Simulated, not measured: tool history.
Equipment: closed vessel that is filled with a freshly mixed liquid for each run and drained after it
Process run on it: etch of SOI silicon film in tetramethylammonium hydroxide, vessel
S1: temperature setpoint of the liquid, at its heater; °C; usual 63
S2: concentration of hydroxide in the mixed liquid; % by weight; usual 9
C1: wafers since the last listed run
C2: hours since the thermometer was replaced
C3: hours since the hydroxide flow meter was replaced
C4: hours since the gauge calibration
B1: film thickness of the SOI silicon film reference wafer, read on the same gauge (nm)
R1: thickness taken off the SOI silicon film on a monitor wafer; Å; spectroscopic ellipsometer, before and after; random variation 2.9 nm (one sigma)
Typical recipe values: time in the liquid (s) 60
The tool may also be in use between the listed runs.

run 1 hour=0 | S1=63 S2=9 time_in_the_liquid_(s)=60 | C1=0 C2=466.8 C3=1464 C4=13.4 | B1=100.01 | R1=2639.6
run 2 hour=15.4 | S1=63 S2=9 time_in_the_liquid_(s)=60 | C1=1688 C2=482.2 C3=1479.4 C4=28.8 | B1=100.01 | R1=2651.1
run 3 hour=29.4 | S1=63 S2=9 time_in_the_liquid_(s)=80 | C1=1535 C2=496.2 C3=1493.4 C4=42.8 | B1=100.01 | R1=3465.3
run 4 hour=37 | S1=63 S2=9 time_in_the_liquid_(s)=80 | C1=833 C2=503.8 C3=1501 C4=50.4 | B1=99.98 | R1=3527.8
run 5 hour=47.4 | S1=63 S2=9 time_in_the_liquid_(s)=80 | C1=1140 C2=514.2 C3=1511.4 C4=60.8 | B1=99.98 | R1=3547.5
run 6 hour=57.1 | S1=57.5 S2=9 time_in_the_liquid_(s)=60 | C1=1063 C2=523.9 C3=1521.1 C4=70.5 | B1=100 | R1=1860
run 7 hour=63.9 | S1=63 S2=9 time_in_the_liquid_(s)=85 | C1=745 C2=530.7 C3=1527.9 C4=77.3 | B1=99.99 | R1=3747.7
run 8 hour=72.9 | S1=63 S2=9 time_in_the_liquid_(s)=85 | C1=986 C2=539.7 C3=1536.9 C4=86.3 | B1=99.99 | R1=3679.8
run 9 hour=84.7 | S1=63 S2=9 time_in_the_liquid_(s)=85 | C1=1293 C2=551.5 C3=1548.7 C4=98.1 | B1=100 | R1=3605.6
run 10 hour=134.4 | S1=63 S2=9 time_in_the_liquid_(s)=60 | C1=5449 C2=601.2 C3=1598.4 C4=147.8 | B1=100.01 | R1=2592
run 11 hour=146.7 | S1=63 S2=9 time_in_the_liquid_(s)=60 | C1=1348 C2=613.5 C3=1610.7 C4=160.1 | B1=99.99 | R1=2533.9
-- hour=151.3 thermometer replaced
run 12 hour=159.9 | S1=63 S2=9 time_in_the_liquid_(s)=60 | C1=1337 C2=8.6 C3=1623.9 C4=173.3 | B1=99.99 | R1=2956.9
run 13 hour=167.1 | S1=63 S2=9 time_in_the_liquid_(s)=60 | C1=789 C2=15.8 C3=1631.1 C4=180.5 | B1=99.99 | R1=3015.9
run 14 hour=176.5 | S1=60.5 S2=9 time_in_the_liquid_(s)=60 | C1=1030 C2=25.2 C3=1640.5 C4=189.9 | B1=100.01 | R1=2570.5
run 15 hour=187.1 | S1=60.5 S2=9 time_in_the_liquid_(s)=60 | C1=1162 C2=35.8 C3=1651.1 C4=200.5 | B1=99.99 | R1=2511.1
run 16 hour=198.3 | S1=68 S2=9 time_in_the_liquid_(s)=60 | C1=1228 C2=47 C3=1662.3 C4=211.7 | B1=100.01 | R1=3971
run 17 hour=206.4 | S1=63 S2=9 time_in_the_liquid_(s)=60 | C1=888 C2=55.1 C3=1670.4 C4=219.8 | B1=100 | R1=2905.1
run 18 hour=219 | S1=63 S2=7.5 time_in_the_liquid_(s)=60 | C1=1381 C2=67.7 C3=1683 C4=232.4 | B1=99.99 | R1=3124
run 19 hour=233.1 | S1=65 S2=10.5 time_in_the_liquid_(s)=90 | C1=1546 C2=81.8 C3=1697.1 C4=246.5 | B1=100.02 | R1=4585.2
run 20 hour=245.5 | S1=63 S2=10 time_in_the_liquid_(s)=60 | C1=1359 C2=94.2 C3=1709.5 C4=258.9 | B1=100.01 | R1=2795
-- hour=245.7 gauge calibrated
run 21 hour=252.2 | S1=67.5 S2=6.5 time_in_the_liquid_(s)=70 | C1=734 C2=100.9 C3=1716.2 C4=6.5 | B1=99.99 | R1=4953.5
run 22 hour=268.1 | S1=63 S2=11.5 time_in_the_liquid_(s)=60 | C1=1743 C2=116.8 C3=1732.1 C4=22.4 | B1=100 | R1=2643
run 23 hour=280.6 | S1=55.5 S2=9 time_in_the_liquid_(s)=75 | C1=1370 C2=129.3 C3=1744.6 C4=34.9 | B1=100.02 | R1=2262.3
-- hour=283.4 hydroxide flow meter replaced
run 24 hour=297.8 | S1=63 S2=9 time_in_the_liquid_(s)=60 | C1=1776 C2=146.5 C3=14.4 C4=52.1 | B1=100 | R1=2861.3
run 25 hour=311.5 | S1=63 S2=9 time_in_the_liquid_(s)=60 | C1=1502 C2=160.2 C3=28.1 C4=65.8 | B1=100.02 | R1=2899.7
run 26 hour=327.4 | S1=70.5 S2=8 time_in_the_liquid_(s)=40 | C1=1743 C2=176.1 C3=44 C4=81.7 | B1=100.02 | R1=3173.9
run 27 hour=344.1 | S1=60 S2=7.5 time_in_the_liquid_(s)=60 | C1=1831 C2=192.8 C3=60.7 C4=98.4 | B1=100 | R1=2481.3
run 28 hour=352.8 | S1=67 S2=10 time_in_the_liquid_(s)=85 | C1=954 C2=201.5 C3=69.4 C4=107.1 | B1=99.99 | R1=4988.2
run 29 hour=369.2 | S1=63 S2=9 time_in_the_liquid_(s)=60 | C1=1798 C2=217.9 C3=85.8 C4=123.5 | B1=100.01 | R1=2873.8

What does the tool deliver on the next run?
run 30 hour=381.3 | S1=63 S2=9 time_in_the_liquid_(s)=60 | C1=1326 C2=230 C3=97.9 C4=135.6 | B1=? | R1=?

B1: 100.01
R1: 2831.4 Å
If the tool had no hidden condition, the same run with the same run-to-run variation would have returned R1 3021.7 Å.

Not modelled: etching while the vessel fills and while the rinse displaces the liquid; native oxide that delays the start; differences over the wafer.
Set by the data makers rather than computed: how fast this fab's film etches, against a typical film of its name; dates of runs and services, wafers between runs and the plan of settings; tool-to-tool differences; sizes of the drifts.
